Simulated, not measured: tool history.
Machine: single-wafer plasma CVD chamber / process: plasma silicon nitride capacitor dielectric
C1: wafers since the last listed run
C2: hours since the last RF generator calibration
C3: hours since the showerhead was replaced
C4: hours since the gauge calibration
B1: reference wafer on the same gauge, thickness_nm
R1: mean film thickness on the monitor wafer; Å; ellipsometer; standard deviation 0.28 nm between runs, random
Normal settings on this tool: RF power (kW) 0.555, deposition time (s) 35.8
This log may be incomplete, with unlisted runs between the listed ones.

run 1 hour=0 | RF_power_(kW)=0.505 deposition_time_(s)=35.8 | C1=0 C2=1094.9 C3=2965 C4=812.5 | B1=59.762 | R1=532.43
run 2 hour=53.3 | RF_power_(kW)=0.555 deposition_time_(s)=35.8 | C1=593 C2=1148.2 C3=3018.3 C4=865.8 | B1=59.799 | R1=541.27
run 3 hour=104.4 | RF_power_(kW)=0.555 deposition_time_(s)=35.8 | C1=568 C2=1199.3 C3=3069.4 C4=916.9 | B1=59.561 | R1=541.82
run 4 hour=149.2 | RF_power_(kW)=0.555 deposition_time_(s)=35.8 | C1=498 C2=1244.1 C3=3114.2 C4=961.7 | B1=59.472 | R1=542.65
run 5 hour=206.4 | RF_power_(kW)=0.555 deposition_time_(s)=30.1 | C1=636 C2=1301.3 C3=3171.4 C4=1018.9 | B1=59.426 | R1=453.61
run 6 hour=308.9 | RF_power_(kW)=0.555 deposition_time_(s)=30.1 | C1=1141 C2=1403.8 C3=3273.9 C4=1121.4 | B1=59.26 | R1=456.73
run 7 hour=342.3 | RF_power_(kW)=0.555 deposition_time_(s)=35.8 | C1=371 C2=1437.2 C3=3307.3 C4=1154.8 | B1=59.305 | R1=534.57
run 8 hour=393.8 | RF_power_(kW)=0.615 deposition_time_(s)=40.3 | C1=573 C2=1488.7 C3=3358.8 C4=1206.3 | B1=59.243 | R1=623.76
run 9 hour=449.4 | RF_power_(kW)=0.555 deposition_time_(s)=35.8 | C1=618 C2=1544.3 C3=3414.4 C4=1261.9 | B1=59.153 | R1=538.03
run 10 hour=520.7 | RF_power_(kW)=0.555 deposition_time_(s)=35.8 | C1=793 C2=1615.6 C3=3485.7 C4=1333.2 | B1=58.828 | R1=535.32
run 11 hour=551.8 | RF_power_(kW)=0.555 deposition_time_(s)=38.2 | C1=346 C2=1646.7 C3=3516.8 C4=1364.3 | B1=58.757 | R1=573.77
-- hour=573.8 gauge calibrated
run 12 hour=594.8 | RF_power_(kW)=0.555 deposition_time_(s)=38.2 | C1=478 C2=1689.7 C3=3559.8 C4=21 | B1=60.678 | R1=592.46
-- hour=639.5 RF generator calibrated
run 13 hour=640 | RF_power_(kW)=0.555 deposition_time_(s)=38.2 | C1=414 C2=0.5 C3=3605 C4=66.2 | B1=60.54 | R1=587.41
run 14 hour=668.1 | RF_power_(kW)=0.555 deposition_time_(s)=35.8 | C1=312 C2=28.6 C3=3633.1 C4=94.3 | B1=60.415 | R1=551.01
run 15 hour=857.3 | RF_power_(kW)=0.65 deposition_time_(s)=31.4 | C1=2106 C2=217.8 C3=3822.3 C4=283.5 | B1=60.124 | R1=496.48
-- hour=960.9 showerhead replaced
run 16 hour=1063.2 | RF_power_(kW)=0.555 deposition_time_(s)=37.7 | C1=2202 C2=423.7 C3=102.3 C4=489.4 | B1=59.774 | R1=570.85
run 17 hour=1107.5 | RF_power_(kW)=0.605 deposition_time_(s)=39 | C1=493 C2=468 C3=146.6 C4=533.7 | B1=59.665 | R1=601.17
run 18 hour=1139.1 | RF_power_(kW)=0.66 deposition_time_(s)=39.4 | C1=351 C2=499.6 C3=178.2 C4=565.3 | B1=59.725 | R1=627.01
run 19 hour=1203.9 | RF_power_(kW)=0.555 deposition_time_(s)=31.8 | C1=721 C2=564.4 C3=243 C4=630.1 | B1=59.721 | R1=478.68
run 20 hour=1260.3 | RF_power_(kW)=0.555 deposition_time_(s)=35.8 | C1=627 C2=620.8 C3=299.4 C4=686.5 | B1=59.479 | R1=538.66
run 21 hour=1291.5 | RF_power_(kW)=0.48 deposition_time_(s)=37.6 | C1=347 C2=652 C3=330.6 C4=717.7 | B1=59.439 | R1=553.26
run 22 hour=1349.9 | RF_power_(kW)=0.555 deposition_time_(s)=35.8 | C1=650 C2=710.4 C3=389 C4=776.1 | B1=59.254 | R1=542.14
run 23 hour=1440.2 | RF_power_(kW)=0.585 deposition_time_(s)=32.2 | C1=1005 C2=800.7 C3=479.3 C4=866.4 | B1=59.144 | R1=492.42
run 24 hour=1509.2 | RF_power_(kW)=0.49 deposition_time_(s)=29.6 | C1=768 C2=869.7 C3=548.3 C4=935.4 | B1=58.891 | R1=430.6
run 25 hour=1552.8 | RF_power_(kW)=0.475 deposition_time_(s)=42.3 | C1=485 C2=913.3 C3=591.9 C4=979 | B1=58.926 | R1=607.28
run 26 hour=1590.1 | RF_power_(kW)=0.555 deposition_time_(s)=35.8 | C1=415 C2=950.6 C3=629.2 C4=1016.3 | B1=58.88 | R1=537.64
run 27 hour=1662 | RF_power_(kW)=0.465 deposition_time_(s)=33.2 | C1=800 C2=1022.5 C3=701.1 C4=1088.2 | B1=58.727 | R1=473.61
run 28 hour=1693.6 | RF_power_(kW)=0.555 deposition_time_(s)=35.8 | C1=351 C2=1054.1 C3=732.7 C4=1119.8 | B1=58.605 | R1=535.65

What will run 29 give?
run 29 hour=1728.6 | RF_power_(kW)=0.63 deposition_time_(s)=32.2 | C1=389 C2=1089.1 C3=767.7 C4=1154.8 | B1=? | R1=?

Run 29 gave B1 58.681, R1 497.12 Å.
Minus the tool's unlogged condition, the same run would have read R1 513.64 Å.

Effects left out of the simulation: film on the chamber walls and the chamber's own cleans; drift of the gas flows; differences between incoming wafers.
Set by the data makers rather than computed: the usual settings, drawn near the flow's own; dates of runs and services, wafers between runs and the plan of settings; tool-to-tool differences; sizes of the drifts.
